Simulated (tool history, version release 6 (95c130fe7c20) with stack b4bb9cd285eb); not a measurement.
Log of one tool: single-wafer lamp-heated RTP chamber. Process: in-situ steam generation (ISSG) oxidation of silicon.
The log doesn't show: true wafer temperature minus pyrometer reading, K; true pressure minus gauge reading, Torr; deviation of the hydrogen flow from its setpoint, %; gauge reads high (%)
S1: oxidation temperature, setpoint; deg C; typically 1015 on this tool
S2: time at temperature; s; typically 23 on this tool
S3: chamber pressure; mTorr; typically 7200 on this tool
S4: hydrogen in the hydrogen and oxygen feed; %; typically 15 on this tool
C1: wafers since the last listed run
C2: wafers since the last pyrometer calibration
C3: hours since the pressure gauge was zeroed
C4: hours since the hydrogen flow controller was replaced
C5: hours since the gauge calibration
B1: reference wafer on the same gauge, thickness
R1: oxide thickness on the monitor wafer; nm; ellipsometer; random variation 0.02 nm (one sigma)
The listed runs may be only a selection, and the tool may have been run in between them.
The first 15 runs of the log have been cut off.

-- day=25.438 hydrogen flow controller replaced
run 16 day=27.642 | S1=1015 S2=23 S3=7200 S4=15 | C1=443 C2=4275 C3=101.8 C4=52.9 C5=1835.6 | B1=4.797 | R1=5.546
run 17 day=30.296 | S1=1015 S2=20 S3=7200 S4=15 | C1=510 C2=4785 C3=165.5 C4=116.6 C5=1899.3 | B1=4.800 | R1=5.170
run 18 day=31.729 | S1=1015 S2=28 S3=7200 S4=11 | C1=275 C2=5061 C3=199.9 C4=151.0 C5=1933.7 | B1=4.802 | R1=5.743
-- day=33.938 pyrometer window cleaned and pyrometer calibrated
run 19 day=33.958 | S1=1015 S2=23 S3=7200 S4=15 | C1=364 C2=3 C3=253.4 C4=204.5 C5=1987.2 | B1=4.802 | R1=5.447
run 20 day=35.304 | S1=1002 S2=23 S3=6900 S4=11 | C1=258 C2=262 C3=285.7 C4=236.8 C5=2019.5 | B1=4.796 | R1=4.802
run 21 day=38.267 | S1=1015 S2=30 S3=7200 S4=15 | C1=569 C2=832 C3=356.8 C4=307.9 C5=2090.6 | B1=4.793 | R1=6.287
-- day=40.662 gauge calibrated
run 22 day=40.925 | S1=999 S2=30 S3=6900 S4=24 | C1=511 C2=1343 C3=420.6 C4=371.7 C5=6.3 | B1=4.803 | R1=6.497
run 23 day=42.600 | S1=1015 S2=23 S3=7200 S4=15 | C1=322 C2=1666 C3=460.8 C4=411.9 C5=46.5 | B1=4.794 | R1=5.462
run 24 day=43.608 | S1=1008 S2=30 S3=7200 S4=15 | C1=193 C2=1860 C3=485.0 C4=436.1 C5=70.7 | B1=4.799 | R1=6.079
run 25 day=51.625 | S1=1015 S2=23 S3=6900 S4=12 | C1=1541 C2=3401 C3=677.4 C4=628.5 C5=263.1 | B1=4.800 | R1=5.233
run 26 day=53.921 | S1=999 S2=25 S3=7200 S4=15 | C1=441 C2=3843 C3=732.5 C4=683.6 C5=318.2 | B1=4.806 | R1=5.355
run 27 day=55.567 | S1=1015 S2=23 S3=7200 S4=15 | C1=316 C2=4159 C3=772.0 C4=723.1 C5=357.7 | B1=4.808 | R1=5.526
run 28 day=58.246 | S1=1021 S2=23 S3=6900 S4=15 | C1=515 C2=4675 C3=836.3 C4=787.4 C5=422.0 | B1=4.800 | R1=5.677
run 29 day=60.758 | S1=1015 S2=23 S3=7200 S4=21 | C1=483 C2=5158 C3=896.6 C4=847.7 C5=482.3 | B1=4.800 | R1=5.988
run 30 day=62.096 | S1=1000 S2=20 S3=7900 S4=11 | C1=257 C2=5415 C3=928.7 C4=879.8 C5=514.4 | B1=4.793 | R1=4.571

Predict each of these 5 candidate next runs independently; none follows another, all start after run 30:
run A day=62.112 | S1=1007 S2=23 S3=7200 S4=15 | C1=3 C2=5418 C3=929.1 C4=880.2 C5=514.8 | B1=? | R1=?
run B day=62.112 | S1=1006 S2=23 S3=7200 S4=22 | C1=3 C2=5418 C3=929.1 C4=880.2 C5=514.8 | B1=? | R1=?
run C day=62.112 | S1=1007 S2=23 S3=6900 S4=15 | C1=3 C2=5418 C3=929.1 C4=880.2 C5=514.8 | B1=? | R1=?
run D day=62.112 | S1=1015 S2=23 S3=6900 S4=11 | C1=3 C2=5418 C3=929.1 C4=880.2 C5=514.8 | B1=? | R1=?
run E day=62.112 | S1=1021 S2=27 S3=6900 S4=11 | C1=3 C2=5418 C3=929.1 C4=880.2 C5=514.8 | B1=? | R1=?

run=A B1=4.796 R1=5.391
run=B B1=4.796 R1=5.864
run=C B1=4.796 R1=5.372
run=D B1=4.796 R1=5.208
run=E B1=4.796 R1=5.832
Take away the tool's hidden state, keep each run's random variation, and the runs would have read:
run=A R1=5.304
run=B R1=5.769
run=C R1=5.285
run=D R1=5.120
run=E R1=5.727
